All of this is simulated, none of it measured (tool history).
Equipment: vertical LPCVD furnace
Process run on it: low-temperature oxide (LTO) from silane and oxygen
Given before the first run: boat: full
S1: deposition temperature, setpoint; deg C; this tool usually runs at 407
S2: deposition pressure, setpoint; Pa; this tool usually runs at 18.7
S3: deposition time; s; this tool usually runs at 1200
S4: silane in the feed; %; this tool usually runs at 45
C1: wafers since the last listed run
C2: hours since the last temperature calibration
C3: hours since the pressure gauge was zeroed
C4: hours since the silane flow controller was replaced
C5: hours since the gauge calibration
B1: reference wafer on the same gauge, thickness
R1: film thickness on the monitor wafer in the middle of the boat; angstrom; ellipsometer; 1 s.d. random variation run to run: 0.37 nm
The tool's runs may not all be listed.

| run | hour | S1 | S2 | S3 | S4 | C1 | C2 | C3 | C4 | C5 | B1 | R1 |
|---|---|---|---|---|---|---|---|---|---|---|---|---|
| 1 | 0.0 | 407 | 18.7 | 1200 | 45 | 0 | 3866.0 | 3051.0 | 6034.2 | 226.9 | 125.01 | 1424.6 |
| 2 | 145.1 | 407 | 18.7 | 1200 | 45 | 2455 | 4011.1 | 3196.1 | 6179.3 | 372.0 | 124.98 | 1428.3 |
| 3 | 184.1 | 407 | 18.7 | 900 | 45 | 659 | 4050.1 | 3235.1 | 6218.3 | 411.0 | 125.00 | 1067.8 |
| 4 | 230.4 | 407 | 18.7 | 900 | 45 | 783 | 4096.4 | 3281.4 | 6264.6 | 457.3 | 125.01 | 1067.2 |
| 5 | 257.3 | 407 | 18.7 | 900 | 45 | 455 | 4123.3 | 3308.3 | 6291.5 | 484.2 | 125.05 | 1068.4 |
| 6 | 314.1 | 407 | 18.7 | 930 | 45 | 961 | 4180.1 | 3365.1 | 6348.3 | 541.0 | 124.90 | 1104.9 |
|  | 316.0 | gauge calibrated |
|  | 344.1 | thermocouples replaced and temperature profile calibrated |
| 7 | 383.9 | 398 | 18.7 | 1200 | 41 | 774 | 39.8 | 3434.9 | 6418.1 | 67.9 | 125.13 | 1163.1 |
| 8 | 446.4 | 398 | 18.7 | 1200 | 41 | 1057 | 102.3 | 3497.4 | 6480.6 | 130.4 | 125.09 | 1163.6 |
| 9 | 487.6 | 407 | 18.7 | 1590 | 50 | 697 | 143.5 | 3538.6 | 6521.8 | 171.6 | 124.90 | 2057.8 |
| 10 | 539.0 | 407 | 18.7 | 900 | 45 | 869 | 194.9 | 3590.0 | 6573.2 | 223.0 | 124.96 | 1059.1 |
|  | 616.0 | silane flow controller replaced |
| 11 | 647.7 | 414 | 18.7 | 1530 | 48 | 1433 | 303.6 | 3698.7 | 31.7 | 331.7 | 124.93 | 2045.8 |
| 12 | 694.4 | 417 | 17.3 | 1200 | 36 | 790 | 350.3 | 3745.4 | 78.4 | 378.4 | 125.00 | 1126.6 |
|  | 755.7 | pressure gauge zeroed |
| 13 | 756.2 | 407 | 18.7 | 1410 | 49 | 639 | 412.1 | 0.5 | 140.2 | 440.2 | 124.89 | 1881.4 |
| 14 | 798.8 | 414 | 21.3 | 1470 | 50 | 720 | 454.7 | 43.1 | 182.8 | 482.8 | 125.09 | 2440.4 |
| 15 | 866.9 | 397 | 18.7 | 1530 | 45 | 1152 | 522.8 | 111.2 | 250.9 | 550.9 | 125.11 | 1698.2 |
|  | 889.1 | gauge calibrated |
| 16 | 916.2 | 404 | 22.0 | 720 | 45 | 834 | 572.1 | 160.5 | 300.2 | 27.1 | 124.90 | 1012.6 |
| 17 | 957.4 | 404 | 18.7 | 1200 | 49 | 697 | 613.3 | 201.7 | 341.4 | 68.3 | 124.98 | 1554.5 |

Below are 3 alternative next runs, each starting from the tool's condition after run 17. Predict each:
| A | 961.6 | 407 | 18.7 | 1200 | 45 | 71 | 617.5 | 205.9 | 345.6 | 72.5 | ? | ? |
| B | 961.6 | 418 | 18.7 | 750 | 45 | 71 | 617.5 | 205.9 | 345.6 | 72.5 | ? | ? |
| C | 961.6 | 407 | 18.7 | 810 | 45 | 71 | 617.5 | 205.9 | 345.6 | 72.5 | ? | ? |

| run | B1 | R1 |
|---|---|---|
| A | 124.99 | 1477.9 |
| B | 124.99 | 1032.1 |
| C | 124.99 | 997.6 |
The same runs, with their run-to-run variation unchanged, on a tool lacking any hidden condition would have given:
| run | R1 |
|---|---|
| A | 1466.1 |
| B | 1023.9 |
| C | 989.6 |
